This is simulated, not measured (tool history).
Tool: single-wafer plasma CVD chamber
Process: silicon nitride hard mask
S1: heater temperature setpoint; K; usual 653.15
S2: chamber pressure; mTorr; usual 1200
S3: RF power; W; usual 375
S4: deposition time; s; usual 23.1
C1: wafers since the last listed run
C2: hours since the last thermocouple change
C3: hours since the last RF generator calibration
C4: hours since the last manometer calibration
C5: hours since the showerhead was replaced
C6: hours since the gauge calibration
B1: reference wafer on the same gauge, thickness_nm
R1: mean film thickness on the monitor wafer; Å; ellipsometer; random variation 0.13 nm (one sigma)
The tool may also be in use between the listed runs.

run    hour      S1    S2   S3    S4    C1      C2     C3      C4      C5      C6      B1      R1
  1       0  645.15  1200  375  23.1     0   956.2  686.8  1479.3  2742.6  1793.4   31.41  287.63
  2    51.8  645.15  1200  375  23.1  1005    1008  738.6  1531.1  2794.4  1845.2  31.417   284.4
  3   115.8  645.15  1200  375  23.1  1242    1072  802.6  1595.1  2858.4  1909.2  31.369  286.46
  4     156  653.15  1010  375  23.1   780  1112.2  842.8  1635.3  2898.6  1949.4  31.391  263.28
      183.9  -- RF generator calibrated
  5   246.5  653.15  1130  325  23.1  1602  1202.7   62.6  1725.8  2989.1  2039.9  31.402  269.34
  6   297.3  653.15  1200  410  23.1   986  1253.5  113.4  1776.6  3039.9  2090.7  31.414  303.93
  7   384.1  653.15  1200  320  23.1  1685  1340.3  200.2  1863.4  3126.7  2177.5  31.398  270.19
  8   435.6  653.15  1200  375  23.1  1000  1391.8  251.7  1914.9  3178.2    2229  31.395  289.51
  9     526  653.15  1200  375  23.1  1755  1482.2  342.1  2005.3  3268.6  2319.4  31.402   289.4
 10   615.9  653.15  1200  375  23.1  1745  1572.1    432  2095.2  3358.5  2409.3  31.361  288.67
      641.5  -- gauge calibrated
 11   664.9  653.15  1200  375  23.1   951  1621.1    481  2144.2  3407.5    23.4  31.367  286.87
 12   758.9  653.15  1200  375  24.3  1825  1715.1    575  2238.2  3501.5   117.4  31.363   300.8
 13   862.4  653.15  1200  375  24.3  2009  1818.6  678.5  2341.7    3605   220.9  31.393  300.51
 14   914.5  653.15  1200  375  23.1  1011  1870.7  730.6  2393.8  3657.1     273  31.394  288.36
 15  1003.6  662.15  1200  375  23.1  1730  1959.8  819.7  2482.9  3746.2   362.1  31.381  284.61
 16  1095.4  653.15  1200  375  23.1  1782  2051.6  911.5  2574.7    3838   453.9  31.374  288.02
     1127.6  -- RF generator calibrated
     1135.3  -- thermocouple changed; heater temperature recalibrated
 17  1185.6  653.15  1460  375  23.1  1446    50.3     58  2664.9  3928.2   544.1  31.396  317.41
     1264.4  -- capacitance manometer re-zeroed and calibrated
 18  1271.3  664.15  1120  375  23.1  1508     136  143.7     6.9  4013.9   629.8  31.403  281.07
 19  1375.4  653.15   970  310  23.1  2021   240.1  247.8     111    4118   733.9  31.399   242.6
 20  1437.2  663.15  1090  375  19.6  1200   301.9  309.6   172.8  4179.8   795.7  31.392  233.18
 21  1477.7  653.15  1120  420  23.1   786   342.4  350.1   213.3  4220.3   836.2  31.421  291.51
 22  1556.8  653.15   940  345  21.9  1536   421.5  429.2   292.4  4299.4   915.3  31.427  231.34
     1572.9  -- showerhead replaced
 23  1651.3  667.15  1410  415  26.4  1679     516  523.7   386.9    78.4  1009.8  31.375  361.62
 24  1737.3  653.15  1200  375  23.1  1670     602  609.7   472.9   164.4  1095.8  31.399  285.44
 25  1837.7  653.15  1200  375  23.1  1949   702.4  710.1   573.3   264.8  1196.2  31.395  284.56
 26  1902.7  653.15  1200  375  23.1  1262   767.4  775.1   638.3   329.8  1261.2  31.419  283.78
 27  2000.6  653.15  1200  375  24.7  1901   865.3    873   736.2   427.7  1359.1  31.408  304.08
 28  2054.2  667.15  1410  415  26.4  1040   918.9  926.6   789.8   481.3  1412.7   31.39  360.82

The same runs without the tool's hidden state, with the same run-to-run variation:
The hidden state here: wafer temperature above the value expected at the setpoint (K); delivered RF power above the setpoint (%); true pressure above the setpoint (%); gauge reads high (%).
run      R1
  1  297.05
  2  293.91
  3  296.24
  4  272.37
  5  271.14
  6  306.98
  7  274.71
  8  295.18
  9  296.24
 10  296.39
 11  294.94
 12   309.9
 13  310.13
 14  297.78
 15  294.19
 16  297.93
 17  320.68
 18  285.91
 19  248.54
 20  239.37
 21  299.24
 22   238.5
 23  373.24
 24   295.5
 25  295.03
 26  294.44
 27  315.78
 28  374.37
